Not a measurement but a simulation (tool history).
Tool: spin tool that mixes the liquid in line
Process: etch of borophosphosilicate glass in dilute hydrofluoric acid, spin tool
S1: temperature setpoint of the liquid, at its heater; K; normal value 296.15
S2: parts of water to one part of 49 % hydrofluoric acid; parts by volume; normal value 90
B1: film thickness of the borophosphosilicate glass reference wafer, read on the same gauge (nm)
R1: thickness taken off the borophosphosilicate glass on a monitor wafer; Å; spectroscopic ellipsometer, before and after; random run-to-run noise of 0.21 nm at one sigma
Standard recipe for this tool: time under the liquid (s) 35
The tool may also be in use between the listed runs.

Run 1, hour 0: usual settings; B1 154.68. Result: R1 236.8 Å.
Run 2, hour 42.9: usual settings; B1 155.02. Result: R1 240.6 Å.
Run 3, hour 67.8: usual settings but time under the liquid (s) 30; B1 155.2. Result: R1 205.9 Å.
Run 4, hour 106.5: usual settings; B1 155.55. Result: R1 238.8 Å.
Run 5, hour 142.1: usual settings; B1 155.88. Result: R1 240.7 Å.
Run 6, hour 209.7: usual settings; B1 156.56. Result: R1 239.8 Å.
Run 7, hour 235.5: usual settings but S2 60 parts by volume, time under the liquid (s) 40; B1 156.82. Result: R1 425 Å.
Run 8, hour 305.2: usual settings but S2 60 parts by volume, time under the liquid (s) 40; B1 157.51. Result: R1 429.8 Å.
Run 9, hour 354.1: usual settings but time under the liquid (s) 45; B1 158.02. Result: R1 316.2 Å.
Run 10, hour 418.1: usual settings but time under the liquid (s) 45; B1 158.77. Result: R1 311.3 Å.
At hour 446.4: gauge calibrated.
Run 11, hour 488.5: usual settings but time under the liquid (s) 45; B1 149.95. Result: R1 295.1 Å.
Run 12, hour 513.5: usual settings but time under the liquid (s) 40; B1 149.98. Result: R1 260.8 Å.
Run 13, hour 567.6: usual settings but time under the liquid (s) 40; B1 150.01. Result: R1 262 Å.
At hour 583.7: thermometer replaced.
Run 14, hour 629.1: usual settings but time under the liquid (s) 40; B1 150.1. Result: R1 261.3 Å.
Run 15, hour 668.2: usual settings but S1 297.65 K, S2 125 parts by volume; B1 150.2. Result: R1 170.5 Å.
Run 16, hour 732.9: usual settings but S1 292.65 K, S2 105 parts by volume, time under the liquid (s) 25; B1 150.24. Result: R1 121.3 Å.
Run 17, hour 795.3: usual settings; B1 150.41. Result: R1 228.5 Å.
Run 18, hour 833.3: usual settings but S1 294.15 K; B1 150.55. Result: R1 213.5 Å.
Run 19, hour 868.2: usual settings but S1 292.65 K, S2 105 parts by volume, time under the liquid (s) 25; B1 150.59. Result: R1 120.7 Å.
Run 20, hour 906.1: usual settings but S2 75 parts by volume; B1 150.78. Result: R1 285 Å.
At hour 920.4: hydrofluoric acid flow meter replaced.
Run 21, hour 946.7: usual settings but S1 292.15 K, S2 125 parts by volume, time under the liquid (s) 55; B1 150.95. Result: R1 212.9 Å.
Run 22, hour 973: usual settings; B1 151.1. Result: R1 229.7 Å.
Run 23, hour 1008.7: usual settings but S1 292.15 K, S2 70 parts by volume, time under the liquid (s) 20; B1 151.17. Result: R1 149.2 Å.
Run 24, hour 1053.3: usual settings but S2 60 parts by volume, time under the liquid (s) 45; B1 151.38. Result: R1 475 Å.
Run 25, hour 1091.3: usual settings but S1 294.15 K, time under the liquid (s) 30; B1 151.59. Result: R1 185.9 Å.
Run 26, hour 1138.1: usual settings but S2 60 parts by volume; B1 151.86. Result: R1 361.6 Å.
Run 27, hour 1182.1: usual settings but S2 105 parts by volume, time under the liquid (s) 20; B1 152.08. Result: R1 111.5 Å.
Run 28, hour 1214: usual settings; B1 152.27. Result: R1 233.1 Å.
Run 29, hour 1261.9: usual settings; B1 152.56. Result: R1 234.2 Å.
Run 30, hour 1291: usual settings but S1 301.15 K, S2 80 parts by volume, time under the liquid (s) 15; B1 152.76. Result: R1 140.4 Å.

How would selected steps in R1 from run to run divide? Give the signed amount a tool lacking its hidden state would still show from settings, what came in and random variation, and the signed amount left for the hidden state, including any gauge scatter that is not in both of the compared results.
The hidden state here: liquid hotter than its thermometer reads (K); hydrofluoric acid flow above the setpoint (%); gauge reads high (%).
Run 6 -> 7: S2 90 -> 60, time under the liquid (s) 35 -> 40. R1 +185.2 Å: hidden state +8.4, all else +176.8.
Run 8 -> 9: S2 60 -> 90, time under the liquid (s) 40 -> 45. R1 -113.6 Å: hidden state -4.5, all else -109.1.
Run 10 -> 11: gauge calibrated. R1 -16.2 Å: hidden state -17.3, all else +1.1.
Run 23 -> 24: S1 292.15 -> 296.15, S2 70 -> 60, time under the liquid (s) 20 -> 45. R1 +325.8 Å: hidden state +3.2, all else +322.6.
Run 24 -> 25: S1 296.15 -> 294.15, S2 60 -> 90, time under the liquid (s) 45 -> 30. R1 -289.1 Å: hidden state -2.4, all else -286.7.
Run 26 -> 27: S2 60 -> 105, time under the liquid (s) 35 -> 20. R1 -250.1 Å: hidden state -2.8, all else -247.3.
